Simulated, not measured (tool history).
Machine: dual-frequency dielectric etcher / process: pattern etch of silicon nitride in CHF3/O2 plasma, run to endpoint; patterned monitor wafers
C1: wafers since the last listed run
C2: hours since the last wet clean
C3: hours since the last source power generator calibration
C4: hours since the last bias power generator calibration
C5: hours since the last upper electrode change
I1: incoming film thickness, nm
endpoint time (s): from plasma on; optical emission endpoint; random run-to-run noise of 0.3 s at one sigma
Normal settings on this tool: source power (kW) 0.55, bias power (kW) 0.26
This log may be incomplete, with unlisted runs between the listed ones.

run 1 hour=0 | source_power_(kW)=0.58 bias_power_(kW)=0.26 | C1=0 C2=517.8 C3=1864 C4=4132.1 C5=2604.6 | I1=91.3 | endpoint_time_(s)=56.1
-- hour=7.2 bias power generator calibrated
run 2 hour=36.5 | source_power_(kW)=0.66 bias_power_(kW)=0.26 | C1=363 C2=554.3 C3=1900.5 C4=29.3 C5=2641.1 | I1=91 | endpoint_time_(s)=54.9
run 3 hour=110 | source_power_(kW)=0.66 bias_power_(kW)=0.26 | C1=823 C2=627.8 C3=1974 C4=102.8 C5=2714.6 | I1=90.4 | endpoint_time_(s)=54.4
run 4 hour=146.5 | source_power_(kW)=0.66 bias_power_(kW)=0.26 | C1=408 C2=664.3 C3=2010.5 C4=139.3 C5=2751.1 | I1=90.6 | endpoint_time_(s)=54.4
run 5 hour=197.1 | source_power_(kW)=0.63 bias_power_(kW)=0.26 | C1=566 C2=714.9 C3=2061.1 C4=189.9 C5=2801.7 | I1=90 | endpoint_time_(s)=55
run 6 hour=236.9 | source_power_(kW)=0.63 bias_power_(kW)=0.26 | C1=445 C2=754.7 C3=2100.9 C4=229.7 C5=2841.5 | I1=89.8 | endpoint_time_(s)=54.9
run 7 hour=325.7 | source_power_(kW)=0.59 bias_power_(kW)=0.26 | C1=994 C2=843.5 C3=2189.7 C4=318.5 C5=2930.3 | I1=89.8 | endpoint_time_(s)=56.3
-- hour=365.7 wet clean of the chamber
run 8 hour=403.9 | source_power_(kW)=0.59 bias_power_(kW)=0.26 | C1=606 C2=38.2 C3=2267.9 C4=396.7 C5=3008.5 | I1=90.4 | endpoint_time_(s)=56
run 9 hour=470.6 | source_power_(kW)=0.59 bias_power_(kW)=0.26 | C1=746 C2=104.9 C3=2334.6 C4=463.4 C5=3075.2 | I1=89.6 | endpoint_time_(s)=55.9
run 10 hour=638.1 | source_power_(kW)=0.64 bias_power_(kW)=0.26 | C1=1875 C2=272.4 C3=2502.1 C4=630.9 C5=3242.7 | I1=90.7 | endpoint_time_(s)=54.8
-- hour=642.5 source power generator calibrated
run 11 hour=691.4 | source_power_(kW)=0.55 bias_power_(kW)=0.26 | C1=552 C2=325.7 C3=48.9 C4=684.2 C5=3296 | I1=91.2 | endpoint_time_(s)=58.2
run 12 hour=754 | source_power_(kW)=0.55 bias_power_(kW)=0.26 | C1=701 C2=388.3 C3=111.5 C4=746.8 C5=3358.6 | I1=90.5 | endpoint_time_(s)=58
run 13 hour=842 | source_power_(kW)=0.42 bias_power_(kW)=0.243 | C1=985 C2=476.3 C3=199.5 C4=834.8 C5=3446.6 | I1=90.1 | endpoint_time_(s)=66.2
run 14 hour=905.5 | source_power_(kW)=0.6 bias_power_(kW)=0.29 | C1=711 C2=539.8 C3=263 C4=898.3 C5=3510.1 | I1=90 | endpoint_time_(s)=52.7
run 15 hour=958.4 | source_power_(kW)=0.55 bias_power_(kW)=0.201 | C1=592 C2=592.7 C3=315.9 C4=951.2 C5=3563 | I1=89.2 | endpoint_time_(s)=66
run 16 hour=994.9 | source_power_(kW)=0.55 bias_power_(kW)=0.232 | C1=408 C2=629.2 C3=352.4 C4=987.7 C5=3599.5 | I1=89.3 | endpoint_time_(s)=60.8
run 17 hour=1052.1 | source_power_(kW)=0.41 bias_power_(kW)=0.26 | C1=640 C2=686.4 C3=409.6 C4=1044.9 C5=3656.7 | I1=90.8 | endpoint_time_(s)=64.9
-- hour=1101.8 wet clean of the chamber
run 18 hour=1110.8 | source_power_(kW)=0.55 bias_power_(kW)=0.24 | C1=388 C2=9 C3=468.3 C4=1103.6 C5=3715.4 | I1=90.4 | endpoint_time_(s)=59.7
run 19 hour=1217.5 | source_power_(kW)=0.48 bias_power_(kW)=0.295 | C1=1194 C2=115.7 C3=575 C4=1210.3 C5=3822.1 | I1=89.4 | endpoint_time_(s)=56.1
run 20 hour=1451.4 | source_power_(kW)=0.64 bias_power_(kW)=0.235 | C1=2619 C2=349.6 C3=808.9 C4=1444.2 C5=4056 | I1=90.5 | endpoint_time_(s)=57.6
-- hour=1493.6 upper electrode replaced
run 21 hour=1523 | source_power_(kW)=0.55 bias_power_(kW)=0.26 | C1=533 C2=421.2 C3=880.5 C4=1515.8 C5=29.4 | I1=89.9 | endpoint_time_(s)=56.9
run 22 hour=1615.4 | source_power_(kW)=0.42 bias_power_(kW)=0.284 | C1=1034 C2=513.6 C3=972.9 C4=1608.2 C5=121.8 | I1=89.9 | endpoint_time_(s)=60.6
run 23 hour=1679.7 | source_power_(kW)=0.55 bias_power_(kW)=0.26 | C1=720 C2=577.9 C3=1037.2 C4=1672.5 C5=186.1 | I1=90.2 | endpoint_time_(s)=56.8
run 24 hour=1744.6 | source_power_(kW)=0.5 bias_power_(kW)=0.26 | C1=726 C2=642.8 C3=1102.1 C4=1737.4 C5=251 | I1=90.7 | endpoint_time_(s)=59.3
-- hour=1783.8 wet clean of the chamber
run 25 hour=1788.1 | source_power_(kW)=0.65 bias_power_(kW)=0.32 | C1=218 C2=4.3 C3=1145.6 C4=1780.9 C5=294.5 | I1=90.7 | endpoint_time_(s)=48.7
run 26 hour=1858.9 | source_power_(kW)=0.55 bias_power_(kW)=0.26 | C1=792 C2=75.1 C3=1216.4 C4=1851.7 C5=365.3 | I1=89.3 | endpoint_time_(s)=56.5
run 27 hour=1964.8 | source_power_(kW)=0.55 bias_power_(kW)=0.26 | C1=1185 C2=181 C3=1322.3 C4=1957.6 C5=471.2 | I1=90.4 | endpoint_time_(s)=56.6
run 28 hour=2022 | source_power_(kW)=0.42 bias_power_(kW)=0.322 | C1=640 C2=238.2 C3=1379.5 C4=2014.8 C5=528.4 | I1=89.4 | endpoint_time_(s)=56.5
run 29 hour=2128 | source_power_(kW)=0.63 bias_power_(kW)=0.26 | C1=1187 C2=344.2 C3=1485.5 C4=2120.8 C5=634.4 | I1=89.9 | endpoint_time_(s)=54
run 30 hour=2192.2 | source_power_(kW)=0.66 bias_power_(kW)=0.26 | C1=718 C2=408.4 C3=1549.7 C4=2185 C5=698.6 | I1=90.5 | endpoint_time_(s)=53.1
run 31 hour=2275.4 | source_power_(kW)=0.5 bias_power_(kW)=0.312 | C1=931 C2=491.6 C3=1632.9 C4=2268.2 C5=781.8 | I1=90.4 | endpoint_time_(s)=53.6
run 32 hour=2345 | source_power_(kW)=0.65 bias_power_(kW)=0.196 | C1=779 C2=561.2 C3=1702.5 C4=2337.8 C5=851.4 | I1=89.5 | endpoint_time_(s)=62
-- hour=2471.2 wet clean of the chamber
run 33 hour=2471.7 | source_power_(kW)=0.55 bias_power_(kW)=0.277 | C1=1150 C2=0.5 C3=1829.2 C4=2464.5 C5=978.1 | I1=89.5 | endpoint_time_(s)=55
run 34 hour=2489.5 | source_power_(kW)=0.45 bias_power_(kW)=0.299 | C1=199 C2=18.3 C3=1847 C4=2482.3 C5=995.9 | I1=90.2 | endpoint_time_(s)=57
run 35 hour=2549.6 | source_power_(kW)=0.63 bias_power_(kW)=0.238 | C1=673 C2=78.4 C3=1907.1 C4=2542.4 C5=1056 | I1=90.5 | endpoint_time_(s)=56.7
run 36 hour=2640.7 | source_power_(kW)=0.5 bias_power_(kW)=0.233 | C1=1020 C2=169.5 C3=1998.2 C4=2633.5 C5=1147.1 | I1=89.8 | endpoint_time_(s)=62.2

Consider 3 possible next runs. They are alternatives, not a sequence: every one starts from the tool as it was left by run 36. What does each give?
run A hour=2641.1 | source_power_(kW)=0.55 bias_power_(kW)=0.287 | C1=4 C2=169.9 C3=1998.6 C4=2633.9 C5=1147.5 | I1=90.2 | endpoint_time_(s)=?
run B hour=2641.1 | source_power_(kW)=0.66 bias_power_(kW)=0.23 | C1=4 C2=169.9 C3=1998.6 C4=2633.9 C5=1147.5 | I1=90.2 | endpoint_time_(s)=?
run C hour=2641.1 | source_power_(kW)=0.47 bias_power_(kW)=0.229 | C1=4 C2=169.9 C3=1998.6 C4=2633.9 C5=1147.5 | I1=90.2 | endpoint_time_(s)=?

run=A endpoint_time_(s)=54.6
run=B endpoint_time_(s)=57.3
run=C endpoint_time_(s)=65.5
Had the tool no hidden state, the same runs would have come out as:
run=A endpoint_time_(s)=55.9
run=B endpoint_time_(s)=58.6
run=C endpoint_time_(s)=67.1
